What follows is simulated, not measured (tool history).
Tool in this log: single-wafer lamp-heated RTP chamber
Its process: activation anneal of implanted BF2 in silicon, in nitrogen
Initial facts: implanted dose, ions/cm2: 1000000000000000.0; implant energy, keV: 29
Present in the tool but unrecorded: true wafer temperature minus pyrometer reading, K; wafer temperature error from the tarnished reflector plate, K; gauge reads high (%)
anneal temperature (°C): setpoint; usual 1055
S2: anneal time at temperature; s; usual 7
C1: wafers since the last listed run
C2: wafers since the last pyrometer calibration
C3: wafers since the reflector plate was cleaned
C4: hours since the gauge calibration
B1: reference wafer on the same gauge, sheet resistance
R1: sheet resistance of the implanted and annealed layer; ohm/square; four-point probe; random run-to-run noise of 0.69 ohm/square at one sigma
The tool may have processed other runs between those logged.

{"run": 1, "hour": 0.0, "anneal temperature (°C)": 1055, "S2": 7, "C1": 0, "C2": 2531, "C3": 5789, "C4": 341.6, "B1": 149.85, "R1": 152.35}
{"run": 2, "hour": 22.8, "anneal temperature (°C)": 1055, "S2": 7, "C1": 414, "C2": 2945, "C3": 6203, "C4": 364.4, "B1": 149.84, "R1": 150.18}
{"run": 3, "hour": 45.7, "anneal temperature (°C)": 1055, "S2": 7, "C1": 416, "C2": 3361, "C3": 6619, "C4": 387.3, "B1": 149.67, "R1": 150.05}
{"run": 4, "hour": 67.0, "anneal temperature (°C)": 1055, "S2": 7, "C1": 386, "C2": 3748, "C3": 7006, "C4": 408.6, "B1": 150.12, "R1": 150.33}
{"run": 5, "hour": 86.1, "anneal temperature (°C)": 1047, "S2": 10, "C1": 346, "C2": 4095, "C3": 7353, "C4": 427.7, "B1": 149.97, "R1": 149.37}
{"run": 6, "hour": 98.9, "anneal temperature (°C)": 1047, "S2": 10, "C1": 232, "C2": 4328, "C3": 7586, "C4": 440.5, "B1": 149.89, "R1": 149.77}
{"run": 7, "hour": 112.5, "anneal temperature (°C)": 1055, "S2": 7, "C1": 247, "C2": 4575, "C3": 7833, "C4": 454.1, "B1": 150.05, "R1": 149.91}
{"run": 8, "hour": 137.9, "anneal temperature (°C)": 1055, "S2": 7, "C1": 461, "C2": 5036, "C3": 8294, "C4": 479.5, "B1": 150.11, "R1": 148.81}
{"hour": 191.4, "done": "pyrometer window cleaned and pyrometer calibrated"}
{"run": 9, "hour": 191.9, "anneal temperature (°C)": 1055, "S2": 7, "C1": 835, "C2": 9, "C3": 9130, "C4": 533.5, "B1": 149.81, "R1": 151.22}
{"run": 10, "hour": 207.2, "anneal temperature (°C)": 1055, "S2": 7, "C1": 277, "C2": 287, "C3": 9408, "C4": 548.8, "B1": 149.79, "R1": 150.81}
{"run": 11, "hour": 240.1, "anneal temperature (°C)": 1055, "S2": 7, "C1": 597, "C2": 884, "C3": 10006, "C4": 581.7, "B1": 150.07, "R1": 151.64}
{"run": 12, "hour": 265.9, "anneal temperature (°C)": 1055, "S2": 5, "C1": 468, "C2": 1353, "C3": 10474, "C4": 607.5, "B1": 149.98, "R1": 155.19}
{"run": 13, "hour": 295.0, "anneal temperature (°C)": 1055, "S2": 5, "C1": 528, "C2": 1882, "C3": 11003, "C4": 636.6, "B1": 150.19, "R1": 153.16}
{"hour": 369.5, "done": "reflector plate cleaned"}
{"run": 14, "hour": 397.9, "anneal temperature (°C)": 1055, "S2": 5, "C1": 1724, "C2": 3606, "C3": 515, "C4": 739.5, "B1": 150.05, "R1": 156.74}
{"run": 15, "hour": 433.3, "anneal temperature (°C)": 1055, "S2": 7, "C1": 643, "C2": 4249, "C3": 1158, "C4": 774.9, "B1": 149.83, "R1": 151.17}
{"run": 16, "hour": 455.6, "anneal temperature (°C)": 1055, "S2": 7, "C1": 405, "C2": 4654, "C3": 1563, "C4": 797.2, "B1": 149.94, "R1": 151.08}
{"run": 17, "hour": 470.9, "anneal temperature (°C)": 1031, "S2": 4, "C1": 277, "C2": 4932, "C3": 1841, "C4": 812.5, "B1": 150.08, "R1": 168.3}
{"hour": 499.5, "done": "pyrometer window cleaned and pyrometer calibrated"}
{"run": 18, "hour": 500.0, "anneal temperature (°C)": 1027, "S2": 3, "C1": 383, "C2": 9, "C3": 2224, "C4": 841.6, "B1": 149.96, "R1": 175.47}
{"hour": 521.8, "done": "gauge calibrated"}
{"run": 19, "hour": 570.7, "anneal temperature (°C)": 1033, "S2": 4, "C1": 1284, "C2": 1293, "C3": 3509, "C4": 48.9, "B1": 150.09, "R1": 167.84}
{"run": 20, "hour": 644.4, "anneal temperature (°C)": 1055, "S2": 7, "C1": 1338, "C2": 2632, "C3": 4848, "C4": 122.6, "B1": 150.23, "R1": 152.16}
{"run": 21, "hour": 670.6, "anneal temperature (°C)": 1055, "S2": 7, "C1": 475, "C2": 3108, "C3": 5324, "C4": 148.8, "B1": 149.83, "R1": 150.13}
{"run": 22, "hour": 692.4, "anneal temperature (°C)": 1080, "S2": 6, "C1": 396, "C2": 3504, "C3": 5720, "C4": 170.6, "B1": 150.21, "R1": 144.28}
{"run": 23, "hour": 727.2, "anneal temperature (°C)": 1055, "S2": 3, "C1": 632, "C2": 4137, "C3": 6352, "C4": 205.4, "B1": 149.86, "R1": 159.05}
{"run": 24, "hour": 761.8, "anneal temperature (°C)": 1083, "S2": 7, "C1": 628, "C2": 4765, "C3": 6981, "C4": 240, "B1": 149.99, "R1": 139.88}
{"run": 25, "hour": 795.0, "anneal temperature (°C)": 1041, "S2": 10, "C1": 603, "C2": 5368, "C3": 7584, "C4": 273.2, "B1": 150.06, "R1": 152.56}
{"hour": 816.3, "done": "pyrometer window cleaned and pyrometer calibrated"}
{"run": 26, "hour": 825.4, "anneal temperature (°C)": 1066, "S2": 11, "C1": 406, "C2": 164, "C3": 7991, "C4": 303.6, "B1": 149.7, "R1": 142.24}
{"run": 27, "hour": 841.7, "anneal temperature (°C)": 1080, "S2": 5, "C1": 296, "C2": 460, "C3": 8287, "C4": 319.9, "B1": 149.97, "R1": 145.64}
{"run": 28, "hour": 869.3, "anneal temperature (°C)": 1055, "S2": 7, "C1": 501, "C2": 962, "C3": 8788, "C4": 347.5, "B1": 150.01, "R1": 150.3}
{"run": 29, "hour": 898.6, "anneal temperature (°C)": 1055, "S2": 7, "C1": 532, "C2": 1494, "C3": 9321, "C4": 376.8, "B1": 149.94, "R1": 150.15}
{"run": 30, "hour": 923.7, "anneal temperature (°C)": 1071, "S2": 9, "C1": 456, "C2": 1950, "C3": 9777, "C4": 401.9, "B1": 150.14, "R1": 141.61}
{"run": 31, "hour": 954.5, "anneal temperature (°C)": 1055, "S2": 7, "C1": 559, "C2": 2509, "C3": 10336, "C4": 432.7, "B1": 149.84, "R1": 149.51}
{"run": 32, "hour": 971.8, "anneal temperature (°C)": 1055, "S2": 8, "C1": 314, "C2": 2824, "C3": 10650, "C4": 450, "B1": 149.99, "R1": 150.16}
{"run": 33, "hour": 995.4, "anneal temperature (°C)": 1068, "S2": 6, "C1": 428, "C2": 3252, "C3": 11079, "C4": 473.6, "B1": 150.01, "R1": 146.92}
{"run": 34, "hour": 1013.7, "anneal temperature (°C)": 1055, "S2": 7, "C1": 332, "C2": 3585, "C3": 11412, "C4": 491.9, "B1": 149.87, "R1": 149.99}
{"hour": 1076.3, "done": "reflector plate cleaned"}
{"run": 35, "hour": 1120.5, "anneal temperature (°C)": 1055, "S2": 9, "C1": 1794, "C2": 5380, "C3": 802, "C4": 598.7, "B1": 149.77, "R1": 149.58}
{"run": 36, "hour": 1147.8, "anneal temperature (°C)": 1067, "S2": 5, "C1": 495, "C2": 5876, "C3": 1298, "C4": 626, "B1": 149.87, "R1": 149.56}

Measured less the same run without the tool's hidden state. The same run-to-run variation is in both; the gauge's scatter may not be:
run=1 R1=-3.79
run=2 R1=-3.98
run=3 R1=-4.22
run=4 R1=-4.48
run=5 R1=-5.08
run=6 R1=-5.28
run=7 R1=-5.04
run=8 R1=-5.35
run=9 R1=-3.55
run=10 R1=-3.56
run=11 R1=-3.68
run=12 R1=-3.67
run=13 R1=-3.76
run=14 R1=-2.08
run=15 R1=-2.88
run=16 R1=-3.37
run=17 R1=-5.83
run=18 R1=-3.9
run=19 R1=-4.64
run=20 R1=-3.81
run=21 R1=-4.07
run=22 R1=-3.13
run=23 R1=-4.5
run=24 R1=-3.59
run=25 R1=-6.52
run=26 R1=-3.69
run=27 R1=-2.96
run=28 R1=-4.23
run=29 R1=-4.36
run=30 R1=-3.73
run=31 R1=-4.7
run=32 R1=-4.96
run=33 R1=-4.1
run=34 R1=-5.22
run=35 R1=-3.85
run=36 R1=-3.51
